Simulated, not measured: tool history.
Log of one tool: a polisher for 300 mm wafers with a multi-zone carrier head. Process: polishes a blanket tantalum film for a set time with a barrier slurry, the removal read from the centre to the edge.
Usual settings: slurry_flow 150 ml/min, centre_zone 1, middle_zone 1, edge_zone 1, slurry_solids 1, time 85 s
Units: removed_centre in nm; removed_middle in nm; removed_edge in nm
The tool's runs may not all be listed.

run    hour  slurry_flow  centre_zone  middle_zone  edge_zone  slurry_solids  time  wafers since the last listed run  wafers polished on this pad  hours since the slurry nozzle was cleaned  hours since the centre zone pressure was calibrated  hours since the edge zone pressure was calibrated  hours since the carrier head's membrane was replaced  incoming thickness of the incoming film, nm  removed_centre  removed_middle  removed_edge
  1       0          170         0.94            1          1              1    85                                 0                         2084                                      653.4                                                545.4                                             1340.9                                                   963                                        374.9            76.6            77.7          82.9
       55.8  -- slurry nozzle cleaned
  2    95.9          150            1         1.08          1              1    85                              1067                         3152                                       40.1                                                641.3                                             1436.8                                                1058.9                                        378.4            83.7            85.7          84.5
      136.8  -- edge zone pressure recalibrated
      157.4  -- centre zone pressure recalibrated
      161.2  -- carrier head's membrane replaced by a new one
  3   165.5          180            1         0.95          1              1    72                               695                         3848                                      109.7                                                  8.1                                               28.7                                                   4.3                                          377            73.8            67.9          72.9
  4   418.7          150            1            1       1.08              1    85                              2848                         6697                                      362.9                                                261.3                                              281.9                                                 257.5                                        385.8            81.9            80.2          85.3
  5   475.8          150            1            1          1              1    85                               642                         7339                                        420                                                318.4                                                339                                                 314.6                                        382.5              81            78.1          82.5
      527.4  -- worn pad replaced by a new one
  6   753.3          150            1         0.97       1.09           1.25    85                              3077                         2541                                      697.5                                                595.9                                              616.5                                                 592.1                                        376.1            79.1            76.7          85.3
      771.3  -- slurry nozzle cleaned
  7   821.4          185         0.95         0.91          1              1   112                               755                         3296                                       50.1                                                  664                                              684.6                                                 660.2                                        382.4           108.4           102.3         114.9
      834.8  -- centre zone pressure recalibrated
  8   881.3          150            1            1          1              1    85                               651                         3948                                        110                                                 46.5                                              744.5                                                 720.1                                        384.6              83              81          83.8
  9   929.9          150         0.89         0.91       1.05              1    85                               546                         4495                                      158.6                                                 95.1                                              793.1                                                 768.7                                        378.1            72.4            74.9          85.3
 10     992          150            1            1          1              1    85                               698                         5193                                      220.7                                                157.2                                              855.2                                                 830.8                                        373.8              82            80.4          83.2
 11  1035.3          115            1         1.04          1              1    85                               487                         5681                                        264                                                200.5                                              898.5                                                 874.1                                          378            77.3            76.9          79.6
 12  1112.4          150            1         1.09       0.95              1   105                               867                         6548                                      341.1                                                277.6                                              975.6                                                 951.2                                          380           102.2           106.7         100.6
 13  1198.2          150            1            1          1              1    85                               965                         7514                                      426.9                                                363.4                                             1061.4                                                  1037                                        384.7            81.6            78.7          83.4
     1247.9  -- carrier head's membrane replaced by a new one
       1258  -- worn pad replaced by a new one
 14  1260.5          150            1            1          1              1    85                               599                           28                                      489.2                                                425.7                                             1123.7                                                  12.6                                        381.2            79.7            77.8          81.9
 15  1349.3          150         0.93            1          1            0.9    85                               999                         1027                                        578                                                514.5                                             1212.5                                                 101.4                                        381.6            70.9            75.4          79.9
     1382.8  -- edge zone pressure recalibrated
 16  1420.8          180            1            1          1              1    85                               782                         1809                                      649.5                                                  586                                                 38                                                 172.9                                          376            79.6            79.8          81.9
       1426  -- centre zone pressure recalibrated
     1443.2  -- slurry nozzle cleaned
 17  1485.8          150            1            1          1           0.85    76                               697                         2507                                       42.6                                                 59.8                                                103                                                 237.9                                        386.8            70.5            69.8          72.1
 18  1541.3          195            1            1          1              1   110                               624                         3131                                       98.1                                                115.3                                              158.5                                                 293.4                                        387.6           113.3           110.6         112.2
     1822.2  -- worn pad replaced by a new one
 19  1828.5          185         0.94            1          1            0.9    85                              3186                           70                                      385.3                                                402.5                                              445.7                                                 580.6                                        378.3            77.2            80.5          81.7
 20  1893.7          150            1            1          1              1    85                               733                          804                                      450.5                                                467.7                                              510.9                                                 645.8                                        377.4            79.8            77.3          81.5
 21  1956.4          150            1            1          1              1    85                               705                         1509                                      513.2                                                530.4                                              573.6                                                 708.5                                        378.9            78.3            76.4          81.8

Forecast each of these 4 alternatives for the next run:
  A  1956.8          150            1         0.91          1              1    85                                 4                         1514                                      513.6                                                530.8                                                574                                                 708.9                                        383.5               ?               ?             ?
  B  1956.8          150            1            1          1            1.3    85                                 4                         1514                                      513.6                                                530.8                                                574                                                 708.9                                        383.5               ?               ?             ?
  C  1956.8          150            1          0.9          1              1    85                                 4                         1514                                      513.6                                                530.8                                                574                                                 708.9                                        383.5               ?               ?             ?
  D  1956.8          150            1            1       1.04              1    85                                 4                         1514                                      513.6                                                530.8                                                574                                                 708.9                                        383.5               ?               ?             ?

run  removed_centre  removed_middle  removed_edge
  A            77.7            71.3          81.1
  B            82.3            81.7          85.8
  C            77.6            70.6          81.1
  D            77.7            77.1          82.1
Without the tool's hidden state the same runs would have given:
run  removed_centre  removed_middle  removed_edge
  A            81.8            74.6          83.8
  B            86.6            85.5          88.6
  C            81.8            73.9          83.8
  D            81.8            80.7          84.8

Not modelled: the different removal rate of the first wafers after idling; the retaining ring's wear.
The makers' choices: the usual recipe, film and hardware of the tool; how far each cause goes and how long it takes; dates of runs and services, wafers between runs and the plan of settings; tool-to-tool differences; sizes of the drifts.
